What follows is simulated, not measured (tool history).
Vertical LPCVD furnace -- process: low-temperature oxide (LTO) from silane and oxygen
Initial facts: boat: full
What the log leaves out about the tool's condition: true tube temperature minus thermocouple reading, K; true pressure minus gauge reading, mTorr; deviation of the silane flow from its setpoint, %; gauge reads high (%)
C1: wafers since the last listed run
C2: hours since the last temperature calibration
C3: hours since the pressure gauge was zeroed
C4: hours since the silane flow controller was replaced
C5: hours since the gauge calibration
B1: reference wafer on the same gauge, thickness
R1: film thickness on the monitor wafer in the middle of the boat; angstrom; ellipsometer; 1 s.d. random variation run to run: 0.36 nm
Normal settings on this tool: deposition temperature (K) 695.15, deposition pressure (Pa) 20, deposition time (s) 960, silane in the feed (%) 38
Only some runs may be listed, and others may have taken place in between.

run 1 hour=0 | deposition_temperature_(K)=695.15 deposition_pressure_(Pa)=20 deposition_time_(s)=1260 silane_in_the_feed_(%)=38 | C1=0 C2=2474.9 C3=3293.5 C4=1711.1 C5=1156.5 | B1=107.99 | R1=1532.1
run 2 hour=65.2 | deposition_temperature_(K)=695.15 deposition_pressure_(Pa)=20 deposition_time_(s)=1260 silane_in_the_feed_(%)=38 | C1=1256 C2=2540.1 C3=3358.7 C4=1776.3 C5=1221.7 | B1=108.04 | R1=1531.2
run 3 hour=153.7 | deposition_temperature_(K)=695.15 deposition_pressure_(Pa)=20 deposition_time_(s)=960 silane_in_the_feed_(%)=38 | C1=1705 C2=2628.6 C3=3447.2 C4=1864.8 C5=1310.2 | B1=108.1 | R1=1167
run 4 hour=215.1 | deposition_temperature_(K)=695.15 deposition_pressure_(Pa)=20 deposition_time_(s)=960 silane_in_the_feed_(%)=38 | C1=1183 C2=2690 C3=3508.6 C4=1926.2 C5=1371.6 | B1=108.01 | R1=1168.6
run 5 hour=285.8 | deposition_temperature_(K)=695.15 deposition_pressure_(Pa)=20 deposition_time_(s)=960 silane_in_the_feed_(%)=38 | C1=1362 C2=2760.7 C3=3579.3 C4=1996.9 C5=1442.3 | B1=108.1 | R1=1168.4
run 6 hour=371.4 | deposition_temperature_(K)=695.15 deposition_pressure_(Pa)=20 deposition_time_(s)=960 silane_in_the_feed_(%)=38 | C1=1649 C2=2846.3 C3=3664.9 C4=2082.5 C5=1527.9 | B1=108.04 | R1=1168.1
run 7 hour=464.7 | deposition_temperature_(K)=695.15 deposition_pressure_(Pa)=20 deposition_time_(s)=660 silane_in_the_feed_(%)=38 | C1=1798 C2=2939.6 C3=3758.2 C4=2175.8 C5=1621.2 | B1=107.97 | R1=806.9
run 8 hour=518.2 | deposition_temperature_(K)=695.15 deposition_pressure_(Pa)=20 deposition_time_(s)=960 silane_in_the_feed_(%)=38 | C1=1031 C2=2993.1 C3=3811.7 C4=2229.3 C5=1674.7 | B1=108.03 | R1=1164
-- hour=562.8 silane flow controller replaced
run 9 hour=608.6 | deposition_temperature_(K)=695.15 deposition_pressure_(Pa)=20 deposition_time_(s)=960 silane_in_the_feed_(%)=38 | C1=1279 C2=3083.5 C3=3902.1 C4=45.8 C5=1765.1 | B1=108 | R1=1165.2
run 10 hour=663.7 | deposition_temperature_(K)=695.15 deposition_pressure_(Pa)=20 deposition_time_(s)=960 silane_in_the_feed_(%)=38 | C1=1061 C2=3138.6 C3=3957.2 C4=100.9 C5=1820.2 | B1=107.98 | R1=1165.8
run 11 hour=767.2 | deposition_temperature_(K)=695.15 deposition_pressure_(Pa)=20 deposition_time_(s)=960 silane_in_the_feed_(%)=38 | C1=1994 C2=3242.1 C3=4060.7 C4=204.4 C5=1923.7 | B1=108 | R1=1163.7
run 12 hour=822.5 | deposition_temperature_(K)=695.15 deposition_pressure_(Pa)=20 deposition_time_(s)=960 silane_in_the_feed_(%)=38 | C1=1065 C2=3297.4 C3=4116 C4=259.7 C5=1979 | B1=108.07 | R1=1161.7
run 13 hour=885.3 | deposition_temperature_(K)=695.15 deposition_pressure_(Pa)=24 deposition_time_(s)=960 silane_in_the_feed_(%)=38 | C1=1210 C2=3360.2 C3=4178.8 C4=322.5 C5=2041.8 | B1=107.98 | R1=1413.1
run 14 hour=984.4 | deposition_temperature_(K)=695.15 deposition_pressure_(Pa)=24 deposition_time_(s)=960 silane_in_the_feed_(%)=38 | C1=1909 C2=3459.3 C3=4277.9 C4=421.6 C5=2140.9 | B1=108.06 | R1=1408.5
run 15 hour=1023.8 | deposition_temperature_(K)=695.15 deposition_pressure_(Pa)=20 deposition_time_(s)=960 silane_in_the_feed_(%)=38 | C1=759 C2=3498.7 C3=4317.3 C4=461 C5=2180.3 | B1=108 | R1=1169.4
run 16 hour=1130.9 | deposition_temperature_(K)=685.15 deposition_pressure_(Pa)=20 deposition_time_(s)=960 silane_in_the_feed_(%)=34 | C1=2064 C2=3605.8 C3=4424.4 C4=568.1 C5=2287.4 | B1=107.97 | R1=916

Estimate the outcome of run 17 from the log above:
-- hour=1185.7 gauge calibrated
run 17 hour=1209.5 | deposition_temperature_(K)=695.15 deposition_pressure_(Pa)=20 deposition_time_(s)=960 silane_in_the_feed_(%)=41 | C1=1514 C2=3684.4 C3=4503 C4=646.7 C5=23.8 | B1=? | R1=?

Run 17 measured B1 107.99, R1 1270 angstrom.
On a tool with no hidden condition, and with the same random variation, this run would have come out at R1 1339.7 angstrom.
